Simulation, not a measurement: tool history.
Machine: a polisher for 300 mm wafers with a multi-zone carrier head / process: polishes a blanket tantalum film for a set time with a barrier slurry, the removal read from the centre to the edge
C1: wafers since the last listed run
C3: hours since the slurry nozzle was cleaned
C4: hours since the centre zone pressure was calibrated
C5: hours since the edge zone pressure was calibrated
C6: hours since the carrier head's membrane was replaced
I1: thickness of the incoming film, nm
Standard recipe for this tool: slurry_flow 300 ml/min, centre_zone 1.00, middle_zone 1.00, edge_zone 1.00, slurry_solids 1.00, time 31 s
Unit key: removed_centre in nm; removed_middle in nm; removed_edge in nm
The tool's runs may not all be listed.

Run 1, hour 0.0: usual settings but centre_zone 0.97; C1 0; wafers polished on this pad 3502; C3 581.2; C4 249.6; C5 433.8; C6 170.3; I1 276.2. Result: removed_centre 42.9 nm, removed_middle 45.0 nm, removed_edge 43.7 nm.
At hour 46.3: slurry nozzle cleaned.
Run 2, hour 61.8: usual settings; C1 537; wafers polished on this pad 4040; C3 15.5; C4 311.4; C5 495.6; C6 232.1; I1 285.0. Result: removed_centre 45.9 nm, removed_middle 46.6 nm, removed_edge 44.8 nm.
Run 3, hour 122.5: usual settings but edge_zone 1.07; C1 536; wafers polished on this pad 4576; C3 76.2; C4 372.1; C5 556.3; C6 292.8; I1 276.8. Result: removed_centre 46.4 nm, removed_middle 47.5 nm, removed_edge 46.0 nm.
At hour 147.4: worn pad replaced by a new one.
Run 4, hour 167.3: usual settings but centre_zone 1.09, middle_zone 0.89, slurry_solids 1.10; C1 360; wafers polished on this pad 175; C3 121.0; C4 416.9; C5 601.1; C6 337.6; I1 281.4. Result: removed_centre 49.8 nm, removed_middle 44.5 nm, removed_edge 46.6 nm.
Run 5, hour 226.8: usual settings; C1 525; wafers polished on this pad 701; C3 180.5; C4 476.4; C5 660.6; C6 397.1; I1 280.0. Result: removed_centre 44.4 nm, removed_middle 45.4 nm, removed_edge 44.5 nm.
Run 6, hour 283.8: usual settings but centre_zone 0.94, middle_zone 1.11, edge_zone 1.08, time 20 s; C1 503; wafers polished on this pad 1205; C3 237.5; C4 533.4; C5 717.6; C6 454.1; I1 275.8. Result: removed_centre 28.4 nm, removed_middle 32.8 nm, removed_edge 29.7 nm.
At hour 354.2: carrier head's membrane replaced by a new one.
Run 7, hour 381.8: usual settings but slurry_flow 240 ml/min, middle_zone 0.91; C1 821; wafers polished on this pad 2027; C3 335.5; C4 631.4; C5 815.6; C6 27.6; I1 285.1. Result: removed_centre 43.9 nm, removed_middle 41.4 nm, removed_edge 43.8 nm.
At hour 441.4: centre zone pressure recalibrated.
Run 8, hour 478.5: usual settings but centre_zone 0.94; C1 836; wafers polished on this pad 2863; C3 432.2; C4 37.1; C5 912.3; C6 124.3; I1 285.5. Result: removed_centre 41.9 nm, removed_middle 44.7 nm, removed_edge 44.0 nm.
Run 9, hour 575.9: usual settings but centre_zone 1.11, edge_zone 0.95; C1 860; wafers polished on this pad 3724; C3 529.6; C4 134.5; C5 1009.7; C6 221.7; I1 277.2. Result: removed_centre 47.5 nm, removed_middle 46.1 nm, removed_edge 42.8 nm.
At hour 601.2: slurry nozzle cleaned.
At hour 631.2: worn pad replaced by a new one.
Run 10, hour 633.9: usual settings but time 21 s; C1 468; wafers polished on this pad 23; C3 32.7; C4 192.5; C5 1067.7; C6 279.7; I1 276.4. Result: removed_centre 30.6 nm, removed_middle 31.4 nm, removed_edge 30.5 nm.
Run 11, hour 703.6: usual settings but slurry_flow 345 ml/min, slurry_solids 0.80, time 23 s; C1 615; wafers polished on this pad 639; C3 102.4; C4 262.2; C5 1137.4; C6 349.4; I1 279.2. Result: removed_centre 29.7 nm, removed_middle 30.5 nm, removed_edge 29.2 nm.
At hour 967.9: edge zone pressure recalibrated.
Run 12, hour 968.4: usual settings; C1 2322; wafers polished on this pad 2962; C3 367.2; C4 527.0; C5 0.5; C6 614.2; I1 278.0. Result: removed_centre 44.7 nm, removed_middle 46.2 nm, removed_edge 44.4 nm.
At hour 1012.1: carrier head's membrane replaced by a new one.
At hour 1069.9: centre zone pressure recalibrated.
Run 13, hour 1070.4: usual settings but slurry_flow 395 ml/min, centre_zone 0.89, edge_zone 0.89; C1 839; wafers polished on this pad 3801; C3 469.2; C4 0.5; C5 102.5; C6 58.3; I1 279.6. Result: removed_centre 41.7 nm, removed_middle 46.7 nm, removed_edge 42.6 nm.
Run 14, hour 1132.5: usual settings but centre_zone 1.11, middle_zone 0.94, edge_zone 0.89; C1 548; wafers polished on this pad 4350; C3 531.3; C4 62.6; C5 164.6; C6 120.4; I1 279.0. Result: removed_centre 46.6 nm, removed_middle 43.4 nm, removed_edge 41.9 nm.
At hour 1181.2: slurry nozzle cleaned.
Run 15, hour 1214.1: usual settings but slurry_flow 335 ml/min, centre_zone 0.93, middle_zone 1.08, edge_zone 0.91; C1 712; wafers polished on this pad 5062; C3 32.9; C4 144.2; C5 246.2; C6 202.0; I1 280.6. Result: removed_centre 44.2 nm, removed_middle 50.5 nm, removed_edge 43.4 nm.
At hour 1240.8: worn pad replaced by a new one.
Run 16, hour 1284.9: usual settings but edge_zone 1.05, slurry_solids 1.30, time 41 s; C1 590; wafers polished on this pad 389; C3 103.7; C4 215.0; C5 317.0; C6 272.8; I1 280.0. Result: removed_centre 66.7 nm, removed_middle 68.7 nm, removed_edge 66.9 nm.
Run 17, hour 1347.5: usual settings but centre_zone 0.93, edge_zone 0.94; C1 553; wafers polished on this pad 942; C3 166.3; C4 277.6; C5 379.6; C6 335.4; I1 282.2. Result: removed_centre 42.2 nm, removed_middle 45.8 nm, removed_edge 44.0 nm.
Run 18, hour 1396.9: usual settings; C1 436; wafers polished on this pad 1379; C3 215.7; C4 327.0; C5 429.0; C6 384.8; I1 277.0. Result: removed_centre 44.9 nm, removed_middle 46.3 nm, removed_edge 44.2 nm.
Run 19, hour 1462.3: usual settings; C1 577; wafers polished on this pad 1957; C3 281.1; C4 392.4; C5 494.4; C6 450.2; I1 282.6. Result: removed_centre 46.2 nm, removed_middle 47.0 nm, removed_edge 43.7 nm.
Run 20, hour 1533.3: usual settings but middle_zone 1.06, edge_zone 0.89, slurry_solids 0.70, time 28 s; C1 627; wafers polished on this pad 2584; C3 352.1; C4 463.4; C5 565.4; C6 521.2; I1 284.7. Result: removed_centre 31.4 nm, removed_middle 33.3 nm, removed_edge 29.5 nm.
At hour 1564.3: carrier head's membrane replaced by a new one.
Run 21, hour 1599.6: usual settings but centre_zone 0.92, slurry_solids 0.90; C1 541; wafers polished on this pad 3126; C3 418.4; C4 529.7; C5 631.7; C6 35.3; I1 284.1. Result: removed_centre 39.0 nm, removed_middle 42.6 nm, removed_edge 42.0 nm.

Below are 4 alternative next runs, each starting from the tool's condition after run 21. Predict each:
Run A, hour 1600.0: usual settings; C1 3; wafers polished on this pad 3129; C3 418.8; C4 530.1; C5 632.1; C6 35.7; I1 278.0. Result: removed_centre ?, removed_middle ?, removed_edge ?.
Run B, hour 1600.0: usual settings but slurry_flow 260 ml/min, centre_zone 1.11; C1 3; wafers polished on this pad 3129; C3 418.8; C4 530.1; C5 632.1; C6 35.7; I1 278.0. Result: removed_centre ?, removed_middle ?, removed_edge ?.
Run C, hour 1600.0: usual settings but slurry_flow 210 ml/min, slurry_solids 0.75; C1 3; wafers polished on this pad 3129; C3 418.8; C4 530.1; C5 632.1; C6 35.7; I1 278.0. Result: removed_centre ?, removed_middle ?, removed_edge ?.
Run D, hour 1600.0: usual settings but slurry_flow 245 ml/min; C1 3; wafers polished on this pad 3129; C3 418.8; C4 530.1; C5 632.1; C6 35.7; I1 278.0. Result: removed_centre ?, removed_middle ?, removed_edge ?.

run  removed_centre  removed_middle  removed_edge
  A            44.7            45.2          44.2
  B            48.0            44.6          43.8
  C            35.6            36.1          35.6
  D            43.8            44.4          43.6
Had the tool no hidden state, the same runs would have come out as:
run  removed_centre  removed_middle  removed_edge
  A            46.0            46.4          45.1
  B            49.6            45.9          44.8
  C            37.0            37.3          36.6
  D            45.3            45.7          44.6
